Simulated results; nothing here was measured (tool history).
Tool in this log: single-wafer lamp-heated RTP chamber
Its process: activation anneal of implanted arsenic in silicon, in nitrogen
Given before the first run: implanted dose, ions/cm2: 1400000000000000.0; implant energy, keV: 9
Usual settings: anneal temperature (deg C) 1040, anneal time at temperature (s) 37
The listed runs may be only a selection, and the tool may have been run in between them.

run	hour	anneal temperature (deg C)	anneal time at temperature (s)	read-back reference wafer on the same gauge, sheet resistance	sheet resistance of the implanted and annealed layer (ohm/square)
1	0	1040	37	99.79	87.6
2	24.5	1040	37	99.82	86.62
3	54.3	1040	37	99.65	86.83
4	84.9	1040	37	99.6	87.09
5	103.1	1040	37	99.71	88.1
6	128.2	1040	37	99.69	86.78
7	159.3	1040	37	99.61	86.83
8	190.9	1040	37	99.65	86.51
# hour 212.6: pyrometer window cleaned and pyrometer calibrated
9	213.7	1032	37	99.86	90.03
10	235.1	1057	55	99.83	76.46
11	253.4	1057	55	99.76	77.16
12	280.7	1057	55	99.78	76.31
13	304.9	1048	37	99.91	83.88
14	321.7	1023	37	99.97	91.94
15	349	1023	37	99.69	92.43
16	361.5	1011	25	99.82	108.04
17	390	1040	28	99.71	90.41
18	410.3	1030	59	99.73	82.44
# hour 440.6: pyrometer window cleaned and pyrometer calibrated
19	442.4	1011	30	99.89	102.56
# hour 462.7: reflector plate cleaned
20	469.7	1059	26	99.81	86.36
21	484.1	1032	21	99.89	101.79
22	502.4	1060	45	99.73	78.22
23	529.5	1040	37	99.78	88.08
24	556.2	1053	18	99.73	94.32
# hour 558.3: gauge calibrated
25	592.1	1065	20	99.8	87.05
# hour 643.1: pyrometer window cleaned and pyrometer calibrated
26	692.1	1040	37	99.81	86.51
27	718.3	1040	37	99.79	85.94
28	750.1	1040	44	99.8	84.19
29	772.6	1016	15	99.83	119.54
30	799.3	1070	44	99.75	76.06
31	830	1040	58	99.71	80.67
# hour 853.9: pyrometer window cleaned and pyrometer calibrated
32	854.4	1040	43	99.79	83.48
33	867.9	1040	37	99.68	85.96
34	883.5	1063	37	99.9	78.19
35	952.3	1040	22	99.95	94.58
36	985.3	1025	28	99.81	96.65

Each row is a separate what-if for the run after 36, all from the same tool condition, not one after another. Results?
A	985.7	1040	37	?	?
B	985.7	1052	47	?	?
C	985.7	1066	51	?	?
D	985.7	1040	24	?	?
E	985.7	1062	37	?	?

run	read-back reference wafer on the same gauge, sheet resistance	sheet resistance of the implanted and annealed layer (ohm/square)
A	99.96	85.61
B	99.96	79.03
C	99.96	74.8
D	99.96	92.47
E	99.96	79.07
What these runs would have given with no unlogged condition in the tool:
run	sheet resistance of the implanted and annealed layer (ohm/square)
A	87.88
B	80.82
C	76.32
D	95.45
E	80.92
